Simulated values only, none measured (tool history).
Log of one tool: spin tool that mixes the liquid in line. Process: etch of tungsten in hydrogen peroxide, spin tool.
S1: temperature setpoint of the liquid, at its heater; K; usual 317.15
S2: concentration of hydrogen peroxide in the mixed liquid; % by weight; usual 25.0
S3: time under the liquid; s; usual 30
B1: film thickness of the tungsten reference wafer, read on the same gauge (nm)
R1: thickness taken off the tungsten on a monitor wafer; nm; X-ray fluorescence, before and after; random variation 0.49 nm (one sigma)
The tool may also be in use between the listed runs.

run,day,S1,S2,S3,B1,R1
1,0.000,323.65,27.5,30,70.01,95.05
# day 3.288: thermometer replaced
2,3.325,322.15,23.0,30,69.99,80.28
3,5.367,317.15,25.0,30,70.00,60.45
4,7.442,317.15,25.0,30,70.01,60.12
5,9.888,317.15,25.0,30,70.00,60.72
6,13.854,317.15,28.0,30,70.00,63.36
7,16.162,317.15,28.0,30,69.99,62.88
8,18.862,317.15,28.0,30,69.99,62.72
9,20.446,320.65,25.0,30,70.00,74.88
10,24.692,309.65,20.5,15,70.00,16.36
# day 27.933: peroxide flow meter replaced
11,28.812,317.15,25.0,30,70.00,59.36
12,30.783,317.15,25.0,30,70.00,58.77
# day 31.267: new drum of peroxide connected
13,34.529,317.15,25.0,30,70.01,60.38
# day 35.142: heated supply line repaired
14,37.375,307.65,22.5,15,69.99,16.20
# day 39.079: gauge calibrated
15,39.238,323.65,27.5,30,69.99,100.12
16,41.762,313.15,20.0,20,69.99,29.31
17,43.629,323.65,27.5,30,69.98,99.08
18,46.892,317.15,19.5,30,70.00,55.60
19,49.788,317.15,20.0,20,69.99,36.90
20,53.575,308.65,27.5,50,69.98,63.13
21,57.958,313.15,25.0,30,70.01,47.93
# day 60.025: thermometer replaced
22,61.246,317.15,25.0,30,70.01,62.20
23,72.875,324.15,25.0,30,70.01,93.94
24,76.283,317.15,25.0,30,70.00,60.36
25,80.521,324.15,25.0,30,70.00,93.38
26,84.408,308.15,28.0,50,70.02,59.09
27,85.942,317.15,30.0,30,70.00,65.24

3 ways to go on from here, each from the tool as it stands after run 27. What would each give?
A,85.958,317.15,22.5,30,?,?
B,85.958,317.15,20.5,30,?,?
C,85.958,314.15,30.0,25,?,?

run,B1,R1
A,69.99,57.49
B,69.99,54.87
C,69.99,45.62
Without the tool's hidden state the same runs would have given:
run,R1
A,61.67
B,58.87
C,48.97
